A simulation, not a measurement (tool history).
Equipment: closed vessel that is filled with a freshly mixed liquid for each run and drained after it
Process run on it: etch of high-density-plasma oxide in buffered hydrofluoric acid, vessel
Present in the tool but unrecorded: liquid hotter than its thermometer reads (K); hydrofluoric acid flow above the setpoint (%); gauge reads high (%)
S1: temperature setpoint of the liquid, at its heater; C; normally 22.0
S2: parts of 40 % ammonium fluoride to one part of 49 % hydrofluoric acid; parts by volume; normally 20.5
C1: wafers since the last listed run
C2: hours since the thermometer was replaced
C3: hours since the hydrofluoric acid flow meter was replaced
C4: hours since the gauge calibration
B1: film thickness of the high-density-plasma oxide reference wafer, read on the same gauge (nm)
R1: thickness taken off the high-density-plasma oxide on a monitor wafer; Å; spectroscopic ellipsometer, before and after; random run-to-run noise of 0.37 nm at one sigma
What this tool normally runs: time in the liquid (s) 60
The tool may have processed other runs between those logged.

Run 1, day 0.000: usual settings but time in the liquid (s) 40; C1 0; C2 1921.0; C3 1024.2; C4 802.7; B1 59.98. Result: R1 366.0 Å.
Run 2, day 4.417: usual settings but S1 20.0 C, time in the liquid (s) 75; C1 12380; C2 2027.0; C3 1130.2; C4 908.7; B1 59.93. Result: R1 616.7 Å.
Run 3, day 8.312: usual settings but S1 20.0 C, time in the liquid (s) 75; C1 10920; C2 2120.5; C3 1223.7; C4 1002.2; B1 60.01. Result: R1 616.6 Å.
Run 4, day 12.650: usual settings but time in the liquid (s) 35; C1 12158; C2 2224.6; C3 1327.8; C4 1106.3; B1 60.00. Result: R1 323.5 Å.
Run 5, day 16.692: usual settings; C1 11329; C2 2321.6; C3 1424.8; C4 1203.3; B1 60.03. Result: R1 558.5 Å.
Run 6, day 19.071: usual settings; C1 6668; C2 2378.7; C3 1481.9; C4 1260.4; B1 59.99. Result: R1 556.6 Å.
Run 7, day 21.104: usual settings; C1 5699; C2 2427.5; C3 1530.7; C4 1309.2; B1 59.98. Result: R1 558.1 Å.
Run 8, day 23.279: usual settings; C1 6096; C2 2479.7; C3 1582.9; C4 1361.4; B1 60.00. Result: R1 573.7 Å.
Run 9, day 27.146: usual settings; C1 10838; C2 2572.5; C3 1675.7; C4 1454.2; B1 60.01. Result: R1 569.7 Å.
Run 10, day 29.317: usual settings; C1 6084; C2 2624.6; C3 1727.8; C4 1506.3; B1 60.00. Result: R1 565.4 Å.
At day 29.458: thermometer replaced.
At day 33.246: gauge calibrated.
Run 11, day 34.717: usual settings but S2 18.0 parts by volume; C1 15019; C2 126.2; C3 1857.4; C4 35.3; B1 60.05. Result: R1 650.0 Å.
Run 12, day 36.258: usual settings; C1 4321; C2 163.2; C3 1894.4; C4 72.3; B1 59.96. Result: R1 573.6 Å.
At day 39.317: hydrofluoric acid flow meter replaced.
Run 13, day 40.412: usual settings but time in the liquid (s) 30; C1 11527; C2 262.9; C3 26.3; C4 172.0; B1 60.00. Result: R1 260.2 Å.
Run 14, day 42.317: usual settings but S1 24.5 C, time in the liquid (s) 85; C1 5337; C2 308.6; C3 72.0; C4 217.7; B1 59.99. Result: R1 841.8 Å.
Run 15, day 43.967: usual settings but S2 14.5 parts by volume; C1 4625; C2 348.2; C3 111.6; C4 257.3; B1 60.01. Result: R1 727.0 Å.
Run 16, day 45.904: usual settings but S1 25.5 C, S2 25.5 parts by volume, time in the liquid (s) 40; C1 5430; C2 394.7; C3 158.1; C4 303.8; B1 59.97. Result: R1 367.6 Å.
Run 17, day 49.233: usual settings; C1 9331; C2 474.6; C3 238.0; C4 383.7; B1 60.01. Result: R1 527.2 Å.
Run 18, day 50.883: usual settings but S2 15.0 parts by volume, time in the liquid (s) 30; C1 4625; C2 514.2; C3 277.6; C4 423.3; B1 59.97. Result: R1 359.0 Å.
Run 19, day 53.921: usual settings but S1 27.0 C, S2 26.0 parts by volume, time in the liquid (s) 80; C1 8514; C2 587.1; C3 350.5; C4 496.2; B1 59.99. Result: R1 786.7 Å.
Run 20, day 58.392: usual settings but S1 20.0 C, S2 18.5 parts by volume, time in the liquid (s) 70; C1 12532; C2 694.4; C3 457.8; C4 603.5; B1 60.00. Result: R1 608.0 Å.
Run 21, day 60.417: usual settings but S1 24.5 C, S2 25.5 parts by volume, time in the liquid (s) 35; C1 5676; C2 743.0; C3 506.4; C4 652.1; B1 60.00. Result: R1 306.9 Å.
Run 22, day 64.233: usual settings but S1 24.0 C; C1 10698; C2 834.6; C3 598.0; C4 743.7; B1 59.97. Result: R1 594.8 Å.

Consider 5 possible next runs. They are alternatives, not a sequence: every one starts from the tool as it was left by run 22. What does each give?
Run A, day 64.262: usual settings but S1 25.5 C; C1 81; C2 835.3; C3 598.7; C4 744.4; B1 ?. Result: R1 ?.
Run B, day 64.262: usual settings but S1 25.5 C, S2 24.5 parts by volume, time in the liquid (s) 90; C1 81; C2 835.3; C3 598.7; C4 744.4; B1 ?. Result: R1 ?.
Run C, day 64.262: usual settings but S2 13.0 parts by volume, time in the liquid (s) 85; C1 81; C2 835.3; C3 598.7; C4 744.4; B1 ?. Result: R1 ?.
Run D, day 64.262: usual settings but S1 26.0 C, S2 27.5 parts by volume, time in the liquid (s) 85; C1 81; C2 835.3; C3 598.7; C4 744.4; B1 ?. Result: R1 ?.
Run E, day 64.262: usual settings but S2 26.0 parts by volume; C1 81; C2 835.3; C3 598.7; C4 744.4; B1 ?. Result: R1 ?.

run     B1      R1
  A  60.04   648.7
  B  60.04   857.1
  C  60.04  1187.2
  D  60.04   768.3
  E  60.04   452.5
Without the tool's hidden state the same runs would have given:
run      R1
  A   628.8
  B   834.4
  C  1142.7
  D   748.0
  E   440.5
